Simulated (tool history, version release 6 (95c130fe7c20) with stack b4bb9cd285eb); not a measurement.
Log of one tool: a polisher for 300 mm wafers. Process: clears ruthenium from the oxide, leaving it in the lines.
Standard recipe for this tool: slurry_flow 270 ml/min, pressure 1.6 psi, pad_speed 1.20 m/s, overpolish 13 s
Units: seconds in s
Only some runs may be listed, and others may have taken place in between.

run,hour,slurry_flow,pressure,pad_speed,overpolish,"incoming thickness of the incoming film, nm",seconds
1,0.0,270,1.6,1.20,13,140.5,161.9
2,55.0,270,1.6,1.20,13,141.4,166.1
3,104.8,270,1.6,1.20,17,141.5,165.1
4,134.6,270,1.6,1.20,17,140.2,163.2
5,186.1,270,1.6,1.20,17,139.9,166.5
# hour 213.0: worn pad replaced by a new one
6,253.3,300,1.6,1.20,13,139.4,164.0
7,287.0,300,1.6,1.20,13,141.6,168.9
8,349.4,300,1.6,1.20,13,140.7,168.7
# hour 376.0: head pressure recalibrated
9,393.8,270,1.6,1.20,13,140.3,157.7
# hour 427.7: worn pad replaced by a new one
10,428.2,270,1.6,1.20,13,140.3,157.1
11,458.9,270,1.2,1.20,13,141.6,216.1
12,643.6,235,2.0,1.44,10,140.8,107.6
# hour 684.8: worn pad replaced by a new one, of another model than before
13,688.2,270,1.2,1.20,16,141.0,189.2
14,731.4,270,1.4,1.52,8,141.5,144.1
# hour 766.7: slurry nozzle cleaned
15,790.0,270,1.6,1.20,13,141.1,163.4
16,816.3,345,1.8,1.62,13,138.9,111.6
17,846.6,270,1.6,1.58,9,139.9,131.4
18,872.9,270,1.6,1.20,13,139.1,158.5
19,924.1,245,2.1,1.62,16,140.0,107.6
# hour 957.4: worn pad replaced by a new one
20,994.1,270,1.6,1.20,13,139.3,157.3
21,1064.2,245,1.6,1.20,13,142.3,168.8
22,1118.5,205,1.1,1.36,21,139.7,199.0
23,1187.0,270,1.9,1.44,13,137.6,125.1

Consider 3 possible next runs. They are alternatives, not a sequence: every one starts from the tool as it was left by run 23. What does each give?
A,1187.5,270,1.6,1.42,13,139.5,?
B,1187.5,220,1.4,0.88,10,139.5,?
C,1187.5,220,1.8,1.34,13,139.5,?

run,seconds
A,140.7
B,226.7
C,141.5
Take away the tool's hidden state, keep each run's random variation, and the runs would have read:
run,seconds
A,134.5
B,216.8
C,135.3
